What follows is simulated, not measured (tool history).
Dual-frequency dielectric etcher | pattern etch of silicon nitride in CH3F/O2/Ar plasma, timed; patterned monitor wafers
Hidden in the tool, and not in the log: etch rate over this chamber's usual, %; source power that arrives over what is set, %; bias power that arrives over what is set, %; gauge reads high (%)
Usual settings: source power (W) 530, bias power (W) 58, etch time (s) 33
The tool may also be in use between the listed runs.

run	hour	source power (W)	bias power (W)	etch time (s)	wafers since the last listed run	hours since the last wet clean	hours since the last source power generator calibration	hours since the last bias power generator calibration	hours since the last upper electrode change	hours since the gauge calibration	read-back reference wafer on the same gauge, depth_nm	mean etch depth across the wafer (nm)
1	0	530	58	33	0	51.9	1424.8	4818.5	106.2	1526.3	19.62	24.28
2	33.8	500	58	33	562	85.7	1458.6	4852.3	140	1560.1	19.59	23.25
3	46.1	500	58	33	204	98	1470.9	4864.6	152.3	1572.4	19.61	23.24
4	81.1	500	58	33	582	133	1505.9	4899.6	187.3	1607.4	19.6	23.53
5	105.6	530	58	30	407	157.5	1530.4	4924.1	211.8	1631.9	19.64	21.52
# hour 113.4: gauge calibrated
6	119.3	530	58	33	228	171.2	1544.1	4937.8	225.5	5.9	19.63	23.74
7	154.9	530	64	26	592	206.8	1579.7	4973.4	261.1	41.5	19.59	19.52
# hour 191.9: bias power generator calibrated
8	257.4	490	58	33	1639	309.3	1682.2	65.5	363.6	144	19.65	22.79
9	273.1	640	51	40.5	261	325	1697.9	81.2	379.3	159.7	19.56	30.02
10	308.9	530	69	33	595	360.8	1733.7	117	415.1	195.5	19.6	25.23
# hour 341.6: wet clean of the chamber
11	342.1	530	58	33	153	0.5	1766.9	150.2	448.3	228.7	19.58	24.24
12	348.7	600	52	24.5	109	7.1	1773.5	156.8	454.9	235.3	19.6	18.19
13	384	650	58	33	587	42.4	1808.8	192.1	490.2	270.6	19.62	26.67
14	403.9	530	58	33	331	62.3	1828.7	212	510.1	290.5	19.6	24.05
# hour 439.5: source power generator calibrated
15	440	470	67	37	534	98.4	0.5	248.1	546.2	326.6	19.6	27.26
16	463.2	440	58	30.5	386	121.6	23.7	271.3	569.4	349.8	19.55	20.01
17	499.1	530	58	33	597	157.5	59.6	307.2	605.3	385.7	19.6	23.8
18	521	530	58	33	364	179.4	81.5	329.1	627.2	407.6	19.6	23.63
19	547.2	530	58	33	436	205.6	107.7	355.3	653.4	433.8	19.58	23.61
20	565.9	460	53	26.5	311	224.3	126.4	374	672.1	452.5	19.62	16.94
21	585.4	470	53	29	324	243.8	145.9	393.5	691.6	472	19.62	18.86
22	600.6	620	54	24.5	253	259	161.1	408.7	706.8	487.2	19.62	18.26
23	617.7	650	58	33	284	276.1	178.2	425.8	723.9	504.3	19.6	25.98
24	630.1	470	71	26	206	288.5	190.6	438.2	736.3	516.7	19.57	19.21
25	658.5	590	58	33	472	316.9	219	466.6	764.7	545.1	19.61	24.78
26	685.8	530	58	33	454	344.2	246.3	493.9	792	572.4	19.57	23.47
27	708.4	530	58	26	376	366.8	268.9	516.5	814.6	595	19.59	18.48
# hour 750.5: wet clean of the chamber
28	751	530	58	33	309	0.5	311.5	559.1	857.2	637.6	19.6	24.4
29	758.2	530	58	33	119	7.7	318.7	566.3	864.4	644.8	19.57	23.99

Forecast each of these 5 alternatives for the next run:
A	758.6	530	58	33	6	8.1	319.1	566.7	864.8	645.2	?	?
B	758.6	530	69	29	6	8.1	319.1	566.7	864.8	645.2	?	?
C	758.6	530	58	36.5	6	8.1	319.1	566.7	864.8	645.2	?	?
D	758.6	650	63	39	6	8.1	319.1	566.7	864.8	645.2	?	?
E	758.6	450	58	33	6	8.1	319.1	566.7	864.8	645.2	?	?

run	read-back reference wafer on the same gauge, depth_nm	mean etch depth across the wafer (nm)
A	19.61	24.27
B	19.61	23.16
C	19.61	26.84
D	19.61	33.03
E	19.61	22.25
Without the tool's hidden state the same runs would have given:
run	mean etch depth across the wafer (nm)
A	24.18
B	23.08
C	26.75
D	32.91
E	22.17

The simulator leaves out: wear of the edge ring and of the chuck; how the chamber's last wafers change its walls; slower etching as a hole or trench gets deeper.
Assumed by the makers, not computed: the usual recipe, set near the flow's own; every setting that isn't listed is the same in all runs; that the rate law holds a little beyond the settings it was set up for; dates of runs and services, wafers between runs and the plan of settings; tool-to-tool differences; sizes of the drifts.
